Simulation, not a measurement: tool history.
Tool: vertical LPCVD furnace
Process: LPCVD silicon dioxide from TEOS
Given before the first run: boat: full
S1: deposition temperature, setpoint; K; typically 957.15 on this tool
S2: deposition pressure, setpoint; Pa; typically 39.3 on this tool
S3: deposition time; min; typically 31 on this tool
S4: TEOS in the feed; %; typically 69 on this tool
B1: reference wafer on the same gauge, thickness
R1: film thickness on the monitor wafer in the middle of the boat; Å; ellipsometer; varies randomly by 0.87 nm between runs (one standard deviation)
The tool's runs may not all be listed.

run    hour      S1    S2    S3  S4      B1      R1
  1       0  957.15  39.3    31  69  181.51  1517.4
       99.7  -- pressure gauge zeroed
  2   120.5  957.15  39.3    31  69  183.25  1541.7
  3     183  957.15  39.3    31  69   184.1  1537.2
  4   209.1  957.15  39.3    37  69  184.14  1836.6
  5   243.4  957.15  39.3    31  69  185.06  1544.1
  6   290.8  957.15  39.3    31  69  185.63  1559.1
  7   351.7  957.15  39.3    31  69  185.69  1556.8
  8   410.7  957.15  39.3    31  69  186.59  1572.3
  9     453  957.15  39.3    40  82  186.77  2176.2
 10   505.1  957.15  39.3    31  62  187.45  1485.5
 11   571.5  967.15  36.7    22  69  187.71  1368.4
 12   616.9  963.15  39.3    31  69  187.96  1815.3
      658.8  -- TEOS flow controller replaced
 13   688.3  950.15    32    38  69  188.31  1477.8
 14   739.1  960.15  39.3    31  64  188.71  1638.1
 15   768.9  957.15  31.3    31  69  188.95    1410
 16   840.3  966.15  39.3    31  69  189.29  1973.8
 17   882.9  957.15  48.7    31  69  189.51  1765.9
      919.6  -- thermocouples replaced and temperature profile calibrated
 18   920.1  951.15  48.7    35  74  190.01    1785
 19   961.5  966.15  39.3  25.5  65  189.94  1587.6
 20   995.8  957.15  39.3    31  69   190.4  1597.9
 21  1034.8  962.15  39.3    40  69  190.79  2323.5
 22  1088.6  957.15  39.3    31  82  190.33  1728.8
 23  1141.8  957.15  39.3    31  69  191.05  1602.7
 24  1173.7  957.15  39.3    31  69  190.79  1593.1
 25  1206.2  957.15  48.7    36  82  191.09  2230.3
 26  1257.8  957.15  39.3  35.5  69  191.25  1830.2
 27  1286.9  957.15  39.3    31  69  190.91  1614.2
 28  1343.6  957.15  48.7    36  82  191.24  2253.8
 29  1397.6  953.15  39.3    31  69  191.45  1449.8
 30  1423.8  957.15    32    31  69  191.84  1445.4
 31  1468.4  948.15  39.3  41.5  58  191.62  1568.2

Forecast each of these 4 alternatives for the next run:
  A  1472.3  957.15  39.3  39.5  69   ?   ?
  B  1472.3  968.15  39.3    42  61   ?   ?
  C  1472.3  957.15  39.3  18.5  69   ?   ?
  D  1472.3  957.15  39.3  37.5  69   ?   ?

run      B1      R1
  A  191.72  2045.6
  B  191.72  2656.4
  C  191.72   958.1
  D  191.72    1942
What these runs would have given with no unlogged condition in the tool:
run      R1
  A    1932
  B  2508.9
  C   904.9
  D  1834.2
